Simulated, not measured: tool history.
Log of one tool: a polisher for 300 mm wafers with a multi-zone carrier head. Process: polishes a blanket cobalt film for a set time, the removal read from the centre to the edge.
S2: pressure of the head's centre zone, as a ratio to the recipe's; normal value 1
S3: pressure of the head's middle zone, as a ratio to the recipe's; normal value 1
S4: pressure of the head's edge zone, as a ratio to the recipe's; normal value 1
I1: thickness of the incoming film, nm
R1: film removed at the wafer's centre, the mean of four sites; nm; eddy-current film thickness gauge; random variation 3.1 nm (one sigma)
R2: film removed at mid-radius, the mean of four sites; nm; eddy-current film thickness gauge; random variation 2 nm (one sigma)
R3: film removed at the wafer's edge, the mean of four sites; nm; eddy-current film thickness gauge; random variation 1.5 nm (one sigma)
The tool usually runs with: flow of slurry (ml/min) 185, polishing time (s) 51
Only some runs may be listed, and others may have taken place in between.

{"run": 1, "hour": 0.0, "flow of slurry (ml/min)": 185, "S2": 1, "S3": 1, "S4": 1, "polishing time (s)": 51, "I1": 1220.6, "R1": 217.4, "R2": 222.2, "R3": 219}
{"run": 2, "hour": 83.0, "flow of slurry (ml/min)": 185, "S2": 1, "S3": 1, "S4": 1, "polishing time (s)": 51, "I1": 1224.2, "R1": 212.6, "R2": 220.8, "R3": 217.4}
{"run": 3, "hour": 120.6, "flow of slurry (ml/min)": 185, "S2": 1, "S3": 1, "S4": 1, "polishing time (s)": 51, "I1": 1222.6, "R1": 217.4, "R2": 217.9, "R3": 217.8}
{"hour": 165.4, "done": "worn pad replaced by a new one"}
{"run": 4, "hour": 172.3, "flow of slurry (ml/min)": 185, "S2": 1, "S3": 1, "S4": 1, "polishing time (s)": 51, "I1": 1234, "R1": 216.8, "R2": 216, "R3": 218.3}
{"run": 5, "hour": 234.1, "flow of slurry (ml/min)": 185, "S2": 1, "S3": 1, "S4": 1, "polishing time (s)": 51, "I1": 1205.4, "R1": 210.2, "R2": 213.5, "R3": 217}
{"run": 6, "hour": 263.4, "flow of slurry (ml/min)": 185, "S2": 1, "S3": 1, "S4": 1, "polishing time (s)": 51, "I1": 1229, "R1": 215.8, "R2": 212, "R3": 217.9}
{"hour": 317.0, "done": "edge zone pressure recalibrated"}
{"run": 7, "hour": 320.8, "flow of slurry (ml/min)": 185, "S2": 1, "S3": 0.92, "S4": 1, "polishing time (s)": 51, "I1": 1225.6, "R1": 210, "R2": 198.9, "R3": 214.8}
{"hour": 328.4, "done": "carrier head's membrane replaced by a new one"}
{"hour": 334.2, "done": "worn pad replaced by a new one"}
{"run": 8, "hour": 349.9, "flow of slurry (ml/min)": 185, "S2": 1, "S3": 0.96, "S4": 1, "polishing time (s)": 51, "I1": 1230.5, "R1": 205.9, "R2": 205.7, "R3": 214.4}
{"run": 9, "hour": 415.9, "flow of slurry (ml/min)": 185, "S2": 1, "S3": 0.96, "S4": 1, "polishing time (s)": 51, "I1": 1231.8, "R1": 207.4, "R2": 205.9, "R3": 211.1}
{"hour": 418.6, "done": "slurry nozzle cleaned"}
{"run": 10, "hour": 470.4, "flow of slurry (ml/min)": 185, "S2": 0.89, "S3": 1.05, "S4": 0.89, "polishing time (s)": 58, "I1": 1245.7, "R1": 228, "R2": 268.9, "R3": 245.3}
{"hour": 545.5, "done": "worn pad replaced by a new one"}
{"run": 11, "hour": 546.0, "flow of slurry (ml/min)": 160, "S2": 1, "S3": 1, "S4": 1, "polishing time (s)": 51, "I1": 1206.7, "R1": 215.9, "R2": 223.5, "R3": 219.2}
{"run": 12, "hour": 607.5, "flow of slurry (ml/min)": 125, "S2": 1, "S3": 1, "S4": 1, "polishing time (s)": 51, "I1": 1216.2, "R1": 207.8, "R2": 211.7, "R3": 212.3}
{"hour": 642.1, "done": "centre zone pressure recalibrated"}
{"run": 13, "hour": 642.6, "flow of slurry (ml/min)": 185, "S2": 1.1, "S3": 0.96, "S4": 1.08, "polishing time (s)": 51, "I1": 1224, "R1": 247, "R2": 215.9, "R3": 231.8}
{"hour": 737.6, "done": "worn pad replaced by a new one"}
{"run": 14, "hour": 738.1, "flow of slurry (ml/min)": 185, "S2": 1, "S3": 1, "S4": 1, "polishing time (s)": 51, "I1": 1206.8, "R1": 222.7, "R2": 223.4, "R3": 219.3}
{"run": 15, "hour": 800.1, "flow of slurry (ml/min)": 185, "S2": 1, "S3": 1, "S4": 1, "polishing time (s)": 51, "I1": 1219.8, "R1": 221, "R2": 223.7, "R3": 222.2}
{"run": 16, "hour": 842.8, "flow of slurry (ml/min)": 145, "S2": 1.1, "S3": 1, "S4": 0.92, "polishing time (s)": 51, "I1": 1211.6, "R1": 225.5, "R2": 211.1, "R3": 206.1}
{"hour": 881.9, "done": "edge zone pressure recalibrated"}
{"run": 17, "hour": 893.9, "flow of slurry (ml/min)": 150, "S2": 1.1, "S3": 1, "S4": 0.89, "polishing time (s)": 38, "I1": 1225.3, "R1": 166.9, "R2": 157.2, "R3": 152.1}
{"run": 18, "hour": 932.2, "flow of slurry (ml/min)": 185, "S2": 1, "S3": 1, "S4": 1.08, "polishing time (s)": 51, "I1": 1228.1, "R1": 212.6, "R2": 219.2, "R3": 228.7}

What was the tool's hidden state at every run in the log?
removal rate lost through wear of the pad, %: 0 in every run
deviation of the centre zone's pressure from its setpoint, %: 0 in every run
deviation of the edge zone's pressure from its setpoint, %: 0 in every run
H1: slurry flow missing at the pad, %
run=1 H1=21.8
run=2 H1=26.2
run=3 H1=28.2
run=4 H1=30.9
run=5 H1=34.1
run=6 H1=35.7
run=7 H1=38.7
run=8 H1=40.2
run=9 H1=43.7
run=10 H1=3.13
run=11 H1=7.1
run=12 H1=10.3
run=13 H1=12.2
run=14 H1=17.2
run=15 H1=20.5
run=16 H1=22.7
run=17 H1=25.4
run=18 H1=27.4
